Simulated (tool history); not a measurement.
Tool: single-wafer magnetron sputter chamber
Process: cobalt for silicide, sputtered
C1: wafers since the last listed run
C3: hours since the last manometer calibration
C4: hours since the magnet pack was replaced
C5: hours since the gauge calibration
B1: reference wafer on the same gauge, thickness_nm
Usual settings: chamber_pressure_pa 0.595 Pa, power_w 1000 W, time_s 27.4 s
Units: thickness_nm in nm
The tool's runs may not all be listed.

{"run": 1, "hour": 0.0, "chamber_pressure_pa": 0.595, "power_w": 1000, "time_s": 27.4, "C1": 0, "wafers on the sputter target": 923, "C3": 1380.0, "C4": 2600.8, "C5": 620.6, "B1": 12.205, "thickness_nm": 13.178}
{"run": 2, "hour": 79.4, "chamber_pressure_pa": 0.43, "power_w": 1000, "time_s": 27.4, "C1": 1402, "wafers on the sputter target": 2326, "C3": 1459.4, "C4": 2680.2, "C5": 700.0, "B1": 12.204, "thickness_nm": 13.561}
{"run": 3, "hour": 165.4, "chamber_pressure_pa": 0.43, "power_w": 1000, "time_s": 27.4, "C1": 1519, "wafers on the sputter target": 3845, "C3": 1545.4, "C4": 2766.2, "C5": 786.0, "B1": 12.201, "thickness_nm": 13.521}
{"run": 4, "hour": 235.6, "chamber_pressure_pa": 0.43, "power_w": 1000, "time_s": 27.4, "C1": 1240, "wafers on the sputter target": 5085, "C3": 1615.6, "C4": 2836.4, "C5": 856.2, "B1": 12.203, "thickness_nm": 13.423}
{"run": 5, "hour": 298.5, "chamber_pressure_pa": 0.595, "power_w": 1000, "time_s": 27.4, "C1": 1111, "wafers on the sputter target": 6196, "C3": 1678.5, "C4": 2899.3, "C5": 919.1, "B1": 12.217, "thickness_nm": 12.966}
{"hour": 314.8, "done": "sputter target and shields replaced"}
{"run": 6, "hour": 340.2, "chamber_pressure_pa": 0.595, "power_w": 1000, "time_s": 27.4, "C1": 595, "wafers on the sputter target": 448, "C3": 1720.2, "C4": 2941.0, "C5": 960.8, "B1": 12.195, "thickness_nm": 13.247}
{"run": 7, "hour": 414.1, "chamber_pressure_pa": 0.595, "power_w": 1000, "time_s": 27.4, "C1": 1305, "wafers on the sputter target": 1754, "C3": 1794.1, "C4": 3014.9, "C5": 1034.7, "B1": 12.203, "thickness_nm": 13.277}
{"run": 8, "hour": 509.3, "chamber_pressure_pa": 0.595, "power_w": 1150, "time_s": 27.4, "C1": 1681, "wafers on the sputter target": 3435, "C3": 1889.3, "C4": 3110.1, "C5": 1129.9, "B1": 12.203, "thickness_nm": 15.177}
{"run": 9, "hour": 606.3, "chamber_pressure_pa": 0.595, "power_w": 1150, "time_s": 27.4, "C1": 1713, "wafers on the sputter target": 5149, "C3": 1986.3, "C4": 3207.1, "C5": 1226.9, "B1": 12.193, "thickness_nm": 14.979}
{"hour": 656.4, "done": "gauge calibrated"}
{"hour": 682.2, "done": "sputter target and shields replaced"}
{"run": 10, "hour": 699.3, "chamber_pressure_pa": 0.595, "power_w": 950, "time_s": 27.4, "C1": 1501, "wafers on the sputter target": 302, "C3": 2079.3, "C4": 3300.1, "C5": 42.9, "B1": 12.198, "thickness_nm": 12.638}
{"run": 11, "hour": 795.1, "chamber_pressure_pa": 0.595, "power_w": 950, "time_s": 27.4, "C1": 1692, "wafers on the sputter target": 1995, "C3": 2175.1, "C4": 3395.9, "C5": 138.7, "B1": 12.213, "thickness_nm": 12.659}
{"run": 12, "hour": 881.5, "chamber_pressure_pa": 0.539, "power_w": 1000, "time_s": 27.4, "C1": 1526, "wafers on the sputter target": 3521, "C3": 2261.5, "C4": 3482.3, "C5": 225.1, "B1": 12.204, "thickness_nm": 13.338}
{"run": 13, "hour": 934.1, "chamber_pressure_pa": 0.539, "power_w": 1000, "time_s": 27.4, "C1": 929, "wafers on the sputter target": 4450, "C3": 2314.1, "C4": 3534.9, "C5": 277.7, "B1": 12.192, "thickness_nm": 13.385}
{"run": 14, "hour": 1023.3, "chamber_pressure_pa": 0.595, "power_w": 1000, "time_s": 27.4, "C1": 1575, "wafers on the sputter target": 6026, "C3": 2403.3, "C4": 3624.1, "C5": 366.9, "B1": 12.196, "thickness_nm": 13.154}
{"run": 15, "hour": 1067.2, "chamber_pressure_pa": 0.377, "power_w": 1000, "time_s": 27.4, "C1": 775, "wafers on the sputter target": 6802, "C3": 2447.2, "C4": 3668.0, "C5": 410.8, "B1": 12.203, "thickness_nm": 13.572}
{"hour": 1077.6, "done": "sputter target and shields replaced"}
{"hour": 1134.1, "done": "magnet pack replaced"}
{"run": 16, "hour": 1166.7, "chamber_pressure_pa": 0.595, "power_w": 1000, "time_s": 27.4, "C1": 1475, "wafers on the sputter target": 1432, "C3": 2546.7, "C4": 32.6, "C5": 510.3, "B1": 12.197, "thickness_nm": 13.374}
{"hour": 1175.5, "done": "capacitance manometer re-zeroed and calibrated"}
{"run": 17, "hour": 1214.3, "chamber_pressure_pa": 0.479, "power_w": 850, "time_s": 24.3, "C1": 699, "wafers on the sputter target": 2132, "C3": 38.8, "C4": 80.2, "C5": 557.9, "B1": 12.213, "thickness_nm": 10.066}
{"run": 18, "hour": 1276.0, "chamber_pressure_pa": 0.595, "power_w": 1000, "time_s": 27.4, "C1": 1090, "wafers on the sputter target": 3222, "C3": 100.5, "C4": 141.9, "C5": 619.6, "B1": 12.195, "thickness_nm": 12.928}
{"run": 19, "hour": 1331.3, "chamber_pressure_pa": 0.595, "power_w": 900, "time_s": 27.4, "C1": 976, "wafers on the sputter target": 4199, "C3": 155.8, "C4": 197.2, "C5": 674.9, "B1": 12.204, "thickness_nm": 11.613}
{"run": 20, "hour": 1380.8, "chamber_pressure_pa": 0.595, "power_w": 1000, "time_s": 32.7, "C1": 874, "wafers on the sputter target": 5073, "C3": 205.3, "C4": 246.7, "C5": 724.4, "B1": 12.189, "thickness_nm": 15.359}
{"hour": 1482.7, "done": "sputter target and shields replaced"}
{"run": 21, "hour": 1485.1, "chamber_pressure_pa": 0.778, "power_w": 1100, "time_s": 23.5, "C1": 1701, "wafers on the sputter target": 43, "C3": 309.6, "C4": 351.0, "C5": 828.7, "B1": 12.206, "thickness_nm": 11.95}
{"run": 22, "hour": 1528.5, "chamber_pressure_pa": 0.595, "power_w": 1000, "time_s": 22.2, "C1": 766, "wafers on the sputter target": 809, "C3": 353.0, "C4": 394.4, "C5": 872.1, "B1": 12.197, "thickness_nm": 10.593}
{"run": 23, "hour": 1631.0, "chamber_pressure_pa": 0.527, "power_w": 1000, "time_s": 23.2, "C1": 1810, "wafers on the sputter target": 2620, "C3": 455.5, "C4": 496.9, "C5": 974.6, "B1": 12.184, "thickness_nm": 11.237}
{"run": 24, "hour": 1680.7, "chamber_pressure_pa": 0.448, "power_w": 750, "time_s": 22.8, "C1": 878, "wafers on the sputter target": 3498, "C3": 505.2, "C4": 546.6, "C5": 1024.3, "B1": 12.202, "thickness_nm": 8.38}
{"run": 25, "hour": 1762.5, "chamber_pressure_pa": 0.595, "power_w": 850, "time_s": 27.4, "C1": 1445, "wafers on the sputter target": 4943, "C3": 587.0, "C4": 628.4, "C5": 1106.1, "B1": 12.213, "thickness_nm": 11.007}
{"run": 26, "hour": 1855.7, "chamber_pressure_pa": 0.595, "power_w": 850, "time_s": 31.3, "C1": 1646, "wafers on the sputter target": 6590, "C3": 680.2, "C4": 721.6, "C5": 1199.3, "B1": 12.198, "thickness_nm": 12.465}
{"hour": 1875.4, "done": "sputter target and shields replaced"}
{"hour": 1885.1, "done": "gauge calibrated"}
{"run": 27, "hour": 1917.1, "chamber_pressure_pa": 0.595, "power_w": 850, "time_s": 31.3, "C1": 943, "wafers on the sputter target": 735, "C3": 741.6, "C4": 783.0, "C5": 32.0, "B1": 12.212, "thickness_nm": 12.703}
{"run": 28, "hour": 2005.6, "chamber_pressure_pa": 0.595, "power_w": 800, "time_s": 27.4, "C1": 1563, "wafers on the sputter target": 2299, "C3": 830.1, "C4": 871.5, "C5": 120.5, "B1": 12.204, "thickness_nm": 10.504}
{"run": 29, "hour": 2077.0, "chamber_pressure_pa": 0.43, "power_w": 1000, "time_s": 27.4, "C1": 1261, "wafers on the sputter target": 3560, "C3": 901.5, "C4": 942.9, "C5": 191.9, "B1": 12.204, "thickness_nm": 13.499}

5 ways to go on from here, each from the tool as it stands after run 29. What would each give?
{"run": "A", "hour": 2077.4, "chamber_pressure_pa": 0.813, "power_w": 1000, "time_s": 27.4, "C1": 7, "wafers on the sputter target": 3567, "C3": 901.9, "C4": 943.3, "C5": 192.3, "B1": "?", "thickness_nm": "?"}
{"run": "B", "hour": 2077.4, "chamber_pressure_pa": 0.757, "power_w": 750, "time_s": 31.3, "C1": 7, "wafers on the sputter target": 3567, "C3": 901.9, "C4": 943.3, "C5": 192.3, "B1": "?", "thickness_nm": "?"}
{"run": "C", "hour": 2077.4, "chamber_pressure_pa": 0.595, "power_w": 1000, "time_s": 30.6, "C1": 7, "wafers on the sputter target": 3567, "C3": 901.9, "C4": 943.3, "C5": 192.3, "B1": "?", "thickness_nm": "?"}
{"run": "D", "hour": 2077.4, "chamber_pressure_pa": 0.83, "power_w": 1100, "time_s": 21.9, "C1": 7, "wafers on the sputter target": 3567, "C3": 901.9, "C4": 943.3, "C5": 192.3, "B1": "?", "thickness_nm": "?"}
{"run": "E", "hour": 2077.4, "chamber_pressure_pa": 0.495, "power_w": 1000, "time_s": 27.4, "C1": 7, "wafers on the sputter target": 3567, "C3": 901.9, "C4": 943.3, "C5": 192.3, "B1": "?", "thickness_nm": "?"}

run=A B1=12.181 thickness_nm=12.561
run=B B1=12.181 thickness_nm=10.873
run=C B1=12.181 thickness_nm=14.608
run=D B1=12.181 thickness_nm=11.009
run=E B1=12.181 thickness_nm=13.329
Without the tool's hidden state the same runs would have given:
run=A thickness_nm=12.584
run=B thickness_nm=10.897
run=C thickness_nm=14.652
run=D thickness_nm=11.028
run=E thickness_nm=13.377

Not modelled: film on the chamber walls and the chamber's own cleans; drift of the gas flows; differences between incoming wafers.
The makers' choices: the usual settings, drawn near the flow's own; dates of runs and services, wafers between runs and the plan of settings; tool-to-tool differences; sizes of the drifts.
